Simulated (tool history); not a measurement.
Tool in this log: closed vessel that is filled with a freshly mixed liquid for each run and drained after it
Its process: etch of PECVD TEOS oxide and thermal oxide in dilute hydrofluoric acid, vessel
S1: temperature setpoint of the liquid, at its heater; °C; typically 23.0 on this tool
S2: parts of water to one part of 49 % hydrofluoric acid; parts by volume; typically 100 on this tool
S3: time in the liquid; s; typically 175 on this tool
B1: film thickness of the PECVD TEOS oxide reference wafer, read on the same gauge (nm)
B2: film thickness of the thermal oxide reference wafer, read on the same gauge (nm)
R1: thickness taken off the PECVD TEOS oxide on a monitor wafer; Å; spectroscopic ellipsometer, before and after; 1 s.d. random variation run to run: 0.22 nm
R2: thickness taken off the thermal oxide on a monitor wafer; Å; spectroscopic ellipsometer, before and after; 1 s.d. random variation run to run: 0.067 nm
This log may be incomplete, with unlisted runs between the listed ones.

Run 1, hour 0.0: usual settings; B1 59.99; B2 139.94. Result: R1 261.4 Å, R2 83.8 Å.
Run 2, hour 46.4: usual settings; B1 59.99; B2 140.01. Result: R1 255.1 Å, R2 85.5 Å.
Run 3, hour 115.7: usual settings but S3 140 s; B1 59.98; B2 140.00. Result: R1 206.0 Å, R2 66.9 Å.
Run 4, hour 213.3: usual settings; B1 60.00; B2 140.00. Result: R1 257.6 Å, R2 83.4 Å.
Run 5, hour 265.9: usual settings; B1 60.00; B2 140.00. Result: R1 254.0 Å, R2 83.9 Å.
Run 6, hour 322.2: usual settings but S2 150 parts by volume, S3 240 s; B1 60.00; B2 139.97. Result: R1 217.0 Å, R2 72.3 Å.
At hour 376.7: thermometer replaced.
Run 7, hour 412.5: usual settings but S1 27.5 °C, S3 125 s; B1 59.98; B2 140.02. Result: R1 192.4 Å, R2 64.1 Å.
At hour 420.4: hydrofluoric acid flow meter replaced.
Run 8, hour 475.5: usual settings but S1 25.5 °C, S3 235 s; B1 60.00; B2 140.01. Result: R1 371.7 Å, R2 122.1 Å.
Run 9, hour 535.1: usual settings but S3 200 s; B1 60.01; B2 140.00. Result: R1 285.6 Å, R2 95.3 Å.
Run 10, hour 600.6: usual settings but S1 27.0 °C, S2 135 parts by volume, S3 105 s; B1 59.99; B2 140.00. Result: R1 125.7 Å, R2 41.2 Å.
Run 11, hour 657.4: usual settings; B1 59.99; B2 140.02. Result: R1 245.8 Å, R2 82.1 Å.
Run 12, hour 726.4: usual settings but S1 26.5 °C, S2 150 parts by volume, S3 95 s; B1 60.01; B2 140.01. Result: R1 97.6 Å, R2 32.0 Å.
Run 13, hour 996.2: usual settings but S2 75 parts by volume; B1 60.01; B2 139.95. Result: R1 339.5 Å, R2 111.7 Å.
Run 14, hour 1059.7: usual settings but S1 20.0 °C, S2 80 parts by volume; B1 60.01; B2 140.03. Result: R1 275.0 Å, R2 93.2 Å.
At hour 1100.4: gauge calibrated.
Run 15, hour 1128.6: usual settings but S1 21.0 °C, S2 75 parts by volume, S3 105 s; B1 60.00; B2 140.05. Result: R1 187.3 Å, R2 62.7 Å.
Run 16, hour 1170.4: usual settings; B1 60.00; B2 139.99. Result: R1 244.6 Å, R2 81.1 Å.
Run 17, hour 1221.6: usual settings but S2 150 parts by volume; B1 60.00; B2 139.99. Result: R1 152.5 Å, R2 51.7 Å.
Run 18, hour 1535.5: usual settings but S1 19.5 °C, S2 70 parts by volume; B1 60.02; B2 140.00. Result: R1 309.0 Å, R2 103.1 Å.
Run 19, hour 1582.9: usual settings but S1 28.0 °C, S2 140 parts by volume, S3 100 s; B1 59.99; B2 140.02. Result: R1 115.3 Å, R2 36.7 Å.
Run 20, hour 1622.4: usual settings but S2 70 parts by volume, S3 235 s; B1 59.98; B2 139.97. Result: R1 477.9 Å, R2 158.2 Å.
Run 21, hour 1673.6: usual settings but S1 25.0 °C, S2 140 parts by volume, S3 125 s; B1 59.98; B2 139.98. Result: R1 126.1 Å, R2 41.4 Å.
Run 22, hour 1717.8: usual settings but S1 26.0 °C, S2 130 parts by volume, S3 260 s; B1 60.03; B2 140.05. Result: R1 296.1 Å, R2 98.6 Å.
At hour 1739.0: hydrofluoric acid flow meter replaced.
Run 23, hour 1760.1: usual settings but S1 21.0 °C, S3 125 s; B1 60.01; B2 139.96. Result: R1 177.1 Å, R2 58.1 Å.
Run 24, hour 1816.7: usual settings; B1 59.99; B2 139.97. Result: R1 267.9 Å, R2 87.1 Å.
Run 25, hour 1920.7: usual settings but S1 26.0 °C; B1 60.01; B2 139.96. Result: R1 292.1 Å, R2 96.7 Å.
Run 26, hour 1976.7: usual settings but S1 25.5 °C, S2 75 parts by volume, S3 130 s; B1 60.00; B2 140.01. Result: R1 299.4 Å, R2 98.6 Å.

Results for each run, recomputed without the tool's hidden state and with each run's random variation untouched:
The tool's hidden condition here consists of: liquid hotter than its thermometer reads (K); hydrofluoric acid flow below the setpoint (%); gauge reads high (%).
run     R1     R2
  1  256.5   82.2
  2  250.8   84.1
  3  203.0   65.9
  4  254.8   82.5
  5  251.8   83.2
  6  217.3   72.4
  7  211.5   70.5
  8  373.4  122.7
  9  287.3   95.8
 10  127.0   41.6
 11  248.3   82.9
 12   99.1   32.5
 13  346.3  114.0
 14  280.9   95.2
 15  191.6   64.2
 16  251.5   83.4
 17  157.7   53.5
 18  320.0  106.8
 19  121.4   38.7
 20  497.6  164.7
 21  133.0   43.7
 22  312.6  104.1
 23  168.6   55.3
 24  255.9   83.2
 25  280.4   92.9
 26  287.4   94.7

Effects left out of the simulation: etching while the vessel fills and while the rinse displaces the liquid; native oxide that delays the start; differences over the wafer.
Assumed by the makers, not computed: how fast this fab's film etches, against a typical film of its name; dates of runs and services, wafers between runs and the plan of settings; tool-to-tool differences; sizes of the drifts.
